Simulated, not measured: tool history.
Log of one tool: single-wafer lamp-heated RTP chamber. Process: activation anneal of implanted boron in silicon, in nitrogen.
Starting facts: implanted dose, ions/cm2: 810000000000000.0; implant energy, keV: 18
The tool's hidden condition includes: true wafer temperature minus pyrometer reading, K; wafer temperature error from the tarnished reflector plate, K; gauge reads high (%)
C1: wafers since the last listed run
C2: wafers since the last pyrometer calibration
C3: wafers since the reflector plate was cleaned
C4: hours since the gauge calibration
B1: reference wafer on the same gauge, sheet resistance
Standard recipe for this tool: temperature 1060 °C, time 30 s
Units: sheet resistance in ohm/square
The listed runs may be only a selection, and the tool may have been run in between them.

Run 1, day 0: usual settings but temperature 1076 °C; C1 0; C2 4553; C3 2145; C4 960; B1 154.03. Result: sheet resistance 137.74 ohm/square.
Run 2, day 3.554: usual settings but temperature 1076 °C; C1 1202; C2 5756; C3 3348; C4 1045.3; B1 153.9. Result: sheet resistance 137.59 ohm/square.
At day 4.362: pyrometer window cleaned and pyrometer calibrated.
Run 3, day 7.167: usual settings but temperature 1076 °C; C1 1109; C2 948; C3 4457; C4 1132; B1 153.65. Result: sheet resistance 137.47 ohm/square.
At day 8.012: reflector plate cleaned.
Run 4, day 11.121: usual settings; C1 1225; C2 2173; C3 1052; C4 1226.9; B1 153.36. Result: sheet resistance 137.81 ohm/square.
At day 11.746: gauge calibrated.
Run 5, day 15.342: usual settings; C1 1428; C2 3601; C3 2480; C4 86.3; B1 154.82. Result: sheet resistance 139.11 ohm/square.
Run 6, day 18.383: usual settings; C1 1029; C2 4631; C3 3509; C4 159.3; B1 154.93. Result: sheet resistance 138.78 ohm/square.
Run 7, day 22.75: usual settings but temperature 1037 °C; C1 1477; C2 6108; C3 4987; C4 264.1; B1 154.76. Result: sheet resistance 139.79 ohm/square.
At day 24.704: reflector plate cleaned.
At day 25.404: pyrometer window cleaned and pyrometer calibrated.
Run 8, day 26.617: usual settings but temperature 1037 °C; C1 1082; C2 410; C3 534; C4 356.9; B1 154.74. Result: sheet resistance 139.85 ohm/square.
Run 9, day 28.85: usual settings; C1 755; C2 1166; C3 1290; C4 410.5; B1 154.66. Result: sheet resistance 138.73 ohm/square.
Run 10, day 31.467: usual settings; C1 885; C2 2051; C3 2175; C4 473.3; B1 154.67. Result: sheet resistance 138.69 ohm/square.
Run 11, day 33.612: usual settings but temperature 1049 °C, time 41 s; C1 726; C2 2777; C3 2902; C4 524.8; B1 154.58. Result: sheet resistance 138.39 ohm/square.
Run 12, day 37.825: usual settings but time 23 s; C1 1425; C2 4203; C3 4327; C4 625.9; B1 154.43. Result: sheet resistance 139.29 ohm/square.
At day 40.242: reflector plate cleaned.
Run 13, day 41.65: usual settings but temperature 1080 °C, time 35 s; C1 1181; C2 5384; C3 477; C4 717.7; B1 154.34. Result: sheet resistance 137.3 ohm/square.
At day 43.792: pyrometer window cleaned and pyrometer calibrated.
Run 14, day 45.025: usual settings; C1 1029; C2 417; C3 1506; C4 798.7; B1 154.19. Result: sheet resistance 138.49 ohm/square.
Run 15, day 48.396: usual settings but temperature 1069 °C, time 43 s; C1 1140; C2 1558; C3 2646; C4 879.6; B1 154.12. Result: sheet resistance 136.8 ohm/square.
Run 16, day 51.95: usual settings; C1 1202; C2 2760; C3 3849; C4 964.9; B1 153.92. Result: sheet resistance 137.52 ohm/square.
Run 17, day 54.288: usual settings but temperature 1076 °C, time 24 s; C1 790; C2 3551; C3 4640; C4 1021; B1 153.82. Result: sheet resistance 137.61 ohm/square.
At day 57.304: reflector plate cleaned.
At day 59.733: gauge calibrated.
At day 61.583: pyrometer window cleaned and pyrometer calibrated.
Run 18, day 62.096: usual settings but temperature 1034 °C, time 35 s; C1 2416; C2 173; C3 1508; C4 56.7; B1 154.74. Result: sheet resistance 139.22 ohm/square.
Run 19, day 64.608: usual settings but temperature 1046 °C, time 43 s; C1 850; C2 1023; C3 2358; C4 117; B1 154.81. Result: sheet resistance 138.77 ohm/square.
At day 72.188: reflector plate cleaned.
Run 20, day 74.704: usual settings but temperature 1089 °C, time 40 s; C1 3303; C2 4326; C3 852; C4 359.3; B1 154.72. Result: sheet resistance 136.52 ohm/square.

State the hidden condition of the tool at each of the runs:
true wafer temperature minus pyrometer reading, K: 0, the same for each run
wafer temperature error from the tarnished reflector plate, K: 0, the same for each run
H1: gauge reads high (%)
run       H1
  1    -0.63
  2   -0.742
  3   -0.865
  4    -1.01
  5  -0.0958
  6   -0.108
  7   -0.137
  8   -0.174
  9   -0.201
 10   -0.238
 11   -0.271
 12   -0.347
 13   -0.428
 14   -0.508
 15   -0.597
 16     -0.7
 17   -0.773
 18   -0.132
 19   -0.138
 20   -0.214
